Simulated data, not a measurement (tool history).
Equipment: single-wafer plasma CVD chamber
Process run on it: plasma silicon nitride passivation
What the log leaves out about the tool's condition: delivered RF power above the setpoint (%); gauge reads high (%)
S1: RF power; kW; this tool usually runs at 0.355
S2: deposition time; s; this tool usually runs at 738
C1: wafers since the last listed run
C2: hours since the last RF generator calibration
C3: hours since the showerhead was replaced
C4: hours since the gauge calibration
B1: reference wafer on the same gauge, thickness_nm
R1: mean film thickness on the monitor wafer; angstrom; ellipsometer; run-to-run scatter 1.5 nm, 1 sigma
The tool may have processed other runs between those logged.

run	hour	S1	S2	C1	C2	C3	C4	B1	R1
1	0.0	0.355	847	0	754.5	5435.7	112.5	1210.023	11490.49
2	11.9	0.355	847	20	766.4	5447.6	124.4	1209.888	11443.07
3	18.9	0.355	791	12	773.4	5454.6	131.4	1210.207	10709.34
4	26.6	0.355	738	13	781.1	5462.3	139.1	1210.029	9973.00
5	43.4	0.355	738	28	797.9	5479.1	155.9	1209.814	9954.43
6	50.9	0.355	738	12	805.4	5486.6	163.4	1209.842	9991.22
7	59.3	0.355	738	14	813.8	5495.0	171.8	1210.120	9988.56
8	66.3	0.335	738	12	820.8	5502.0	178.8	1209.932	9815.50
# hour 66.9: gauge calibrated
9	94.0	0.320	840	47	848.5	5529.7	27.1	1209.704	11003.06
# hour 110.9: RF generator calibrated
10	111.4	0.410	698	16	0.5	5547.1	44.5	1209.874	9718.80
11	121.5	0.355	738	17	10.6	5557.2	54.6	1210.398	9840.43
# hour 132.2: showerhead replaced
# hour 135.9: RF generator calibrated, repeated, since the last time left the tool worse
12	136.4	0.420	605	5	0.5	4.2	69.5	1209.944	8732.27
13	137.1	0.310	854	1	1.2	4.9	70.2	1209.752	11311.51
14	154.3	0.385	652	29	18.4	22.1	87.4	1210.301	9177.47
15	162.0	0.355	825	13	26.1	29.8	95.1	1209.588	11323.77
16	177.9	0.355	738	27	42.0	45.7	111.0	1210.060	10146.08

Each row is a separate what-if for the run after 16, all from the same tool condition, not one after another. Results?
A	178.5	0.355	738	1	42.6	46.3	111.6	?	?
B	178.5	0.390	738	1	42.6	46.3	111.6	?	?
C	178.5	0.405	784	1	42.6	46.3	111.6	?	?
D	178.5	0.320	655	1	42.6	46.3	111.6	?	?
E	178.5	0.320	738	1	42.6	46.3	111.6	?	?

run	B1	R1
A	1210.168	10132.49
B	1210.168	10413.26
C	1210.168	11184.59
D	1210.168	8726.49
E	1210.168	9832.29
Take away the tool's hidden state, keep each run's random variation, and the runs would have read:
run	R1
A	10149.15
B	10430.38
C	11202.98
D	8740.84
E	9848.46

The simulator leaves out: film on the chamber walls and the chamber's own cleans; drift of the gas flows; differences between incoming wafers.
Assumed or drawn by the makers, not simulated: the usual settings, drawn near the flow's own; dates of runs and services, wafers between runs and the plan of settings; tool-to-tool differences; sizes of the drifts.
